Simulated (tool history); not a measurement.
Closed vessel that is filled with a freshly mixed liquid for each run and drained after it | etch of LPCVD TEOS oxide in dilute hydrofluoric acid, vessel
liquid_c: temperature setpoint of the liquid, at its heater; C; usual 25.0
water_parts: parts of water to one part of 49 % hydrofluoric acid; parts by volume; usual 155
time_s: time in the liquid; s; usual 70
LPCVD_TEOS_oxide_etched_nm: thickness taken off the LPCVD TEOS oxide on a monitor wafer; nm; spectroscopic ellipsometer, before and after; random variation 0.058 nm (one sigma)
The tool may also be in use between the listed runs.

| run | day | liquid_c | water_parts | time_s | wafers since the last listed run | hours since the thermometer was replaced | hours since the hydrofluoric acid flow meter was replaced | hours since the gauge calibration | read-back film thickness of the LPCVD TEOS oxide reference wafer, read on the same gauge (nm) | LPCVD_TEOS_oxide_etched_nm |
|---|---|---|---|---|---|---|---|---|---|---|
| 1 | 0.000 | 25.0 | 155 | 70 | 0 | 1673.2 | 1863.5 | 41.0 | 120.00 | 13.37 |
| 2 | 0.958 | 25.0 | 180 | 70 | 2024 | 1696.2 | 1886.5 | 64.0 | 120.00 | 11.00 |
| 3 | 2.325 | 25.0 | 180 | 70 | 2887 | 1729.0 | 1919.3 | 96.8 | 120.00 | 11.10 |
| 4 | 2.921 | 25.0 | 90 | 45 | 1258 | 1743.3 | 1933.6 | 111.1 | 119.99 | 15.95 |
| 5 | 3.471 | 25.0 | 90 | 45 | 1162 | 1756.5 | 1946.8 | 124.3 | 119.99 | 15.91 |
| 6 | 4.150 | 26.5 | 110 | 70 | 1435 | 1772.8 | 1963.1 | 140.6 | 120.03 | 20.72 |
| 7 | 4.892 | 25.0 | 155 | 95 | 1567 | 1790.6 | 1980.9 | 158.4 | 120.01 | 17.85 |
|  | 6.288 | thermometer replaced |
| 8 | 6.329 | 29.0 | 185 | 70 | 2949 | 1.0 | 2015.4 | 192.9 | 120.01 | 12.22 |
| 9 | 7.704 | 21.0 | 155 | 45 | 2905 | 34.0 | 2048.4 | 225.9 | 119.98 | 7.27 |
|  | 7.883 | gauge calibrated |
| 10 | 8.367 | 20.5 | 155 | 80 | 1399 | 49.9 | 2064.3 | 11.6 | 120.00 | 12.67 |
|  | 8.708 | hydrofluoric acid flow meter replaced |
| 11 | 9.296 | 20.0 | 100 | 90 | 1875 | 72.2 | 14.1 | 33.9 | 119.99 | 26.06 |
| 12 | 10.396 | 21.0 | 155 | 90 | 2324 | 98.6 | 40.5 | 60.3 | 119.96 | 16.40 |
| 13 | 11.450 | 25.0 | 180 | 70 | 2227 | 123.9 | 65.8 | 85.6 | 119.99 | 12.43 |
| 14 | 12.179 | 25.0 | 155 | 70 | 1540 | 141.4 | 83.3 | 103.1 | 120.00 | 14.97 |

Forecast each of these 4 alternatives for the next run:
| A | 12.208 | 27.0 | 155 | 70 | 61 | 142.1 | 84.0 | 103.8 | ? | ? |
| B | 12.208 | 25.0 | 205 | 70 | 61 | 142.1 | 84.0 | 103.8 | ? | ? |
| C | 12.208 | 25.0 | 155 | 55 | 61 | 142.1 | 84.0 | 103.8 | ? | ? |
| D | 12.208 | 27.0 | 130 | 50 | 61 | 142.1 | 84.0 | 103.8 | ? | ? |

| run | read-back film thickness of the LPCVD TEOS oxide reference wafer, read on the same gauge (nm) | LPCVD_TEOS_oxide_etched_nm |
|---|---|---|
| A | 120.00 | 16.11 |
| B | 120.00 | 10.68 |
| C | 120.00 | 11.75 |
| D | 120.00 | 14.15 |
Without the tool's hidden state the same runs would have given:
| run | LPCVD_TEOS_oxide_etched_nm |
|---|---|
| A | 16.41 |
| B | 10.89 |
| C | 11.97 |
| D | 14.42 |

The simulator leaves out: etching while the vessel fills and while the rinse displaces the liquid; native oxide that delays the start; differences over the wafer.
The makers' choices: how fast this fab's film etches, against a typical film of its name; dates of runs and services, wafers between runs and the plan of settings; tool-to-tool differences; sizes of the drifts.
